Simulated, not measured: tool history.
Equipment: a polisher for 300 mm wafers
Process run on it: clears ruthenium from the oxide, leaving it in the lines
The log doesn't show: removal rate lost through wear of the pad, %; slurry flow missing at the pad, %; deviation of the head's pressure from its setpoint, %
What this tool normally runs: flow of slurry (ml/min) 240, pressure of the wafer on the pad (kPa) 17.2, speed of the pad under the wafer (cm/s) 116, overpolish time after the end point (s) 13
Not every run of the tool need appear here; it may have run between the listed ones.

run   hour  flow of slurry (ml/min)  pressure of the wafer on the pad (kPa)  speed of the pad under the wafer (cm/s)  overpolish time after the end point (s)  wafers since the last listed run  wafers polished on this pad  hours since the slurry nozzle was cleaned  hours since the head pressure was calibrated  incoming thickness of the incoming film, nm  time until the end point was called (s)
  1      0                      240                                    17.2                                      102                                       13                                 0                         1536                                      451.4                                           485                                        221.6                                    181.7
  2   60.9                      240                                    17.2                                      102                                       13                               449                         1986                                      512.3                                         545.9                                        221.6                                    186.9
      65.6  -- worn pad replaced by a new one
  3  111.1                      240                                    17.2                                      116                                       13                               341                          336                                      562.5                                         596.1                                        218.8                                    148.9
  4  182.6                      240                                    17.2                                      116                                       13                               527                          864                                        634                                         667.6                                        222.5                                    152.8
  5  210.3                      240                                    17.2                                      116                                       13                               204                         1068                                      661.7                                         695.3                                        221.5                                    155.8
     211.3  -- slurry nozzle cleaned
  6  281.3                      240                                    17.2                                      116                                       13                               516                         1585                                         70                                         766.3                                        221.5                                    158.1
     304.4  -- worn pad replaced by a new one
  7  344.1                      240                                    17.2                                      116                                       13                               434                          293                                      132.8                                         829.1                                        219.1                                    151.9
     400.8  -- head pressure recalibrated
  8  406.4                      240                                    17.2                                      116                                       13                               445                          738                                      195.1                                           5.6                                        221.8                                    153.9
  9  454.9                      240                                    17.2                                      128                                       13                               358                         1096                                      243.6                                          54.1                                        221.2                                    139.3
 10  486.5                      240                                    17.2                                      128                                       13                               233                         1329                                      275.2                                          85.7                                        218.3                                    143.6
     590.8  -- worn pad replaced by a new one
 11  631.6                      240                                    17.2                                      102                                       13                              1041                          301                                      420.3                                         230.8                                        218.2                                    165.2

Forecast run 12:
 12  812.2                      240                                    17.2                                      128                                       13                              1333                         1634                                      600.9                                         411.4                                        220.6                                        ?

time until the end point was called (s): 144.7
Had the tool carried no hidden state, the very same run would have given time until the end point was called (s) 133.4.
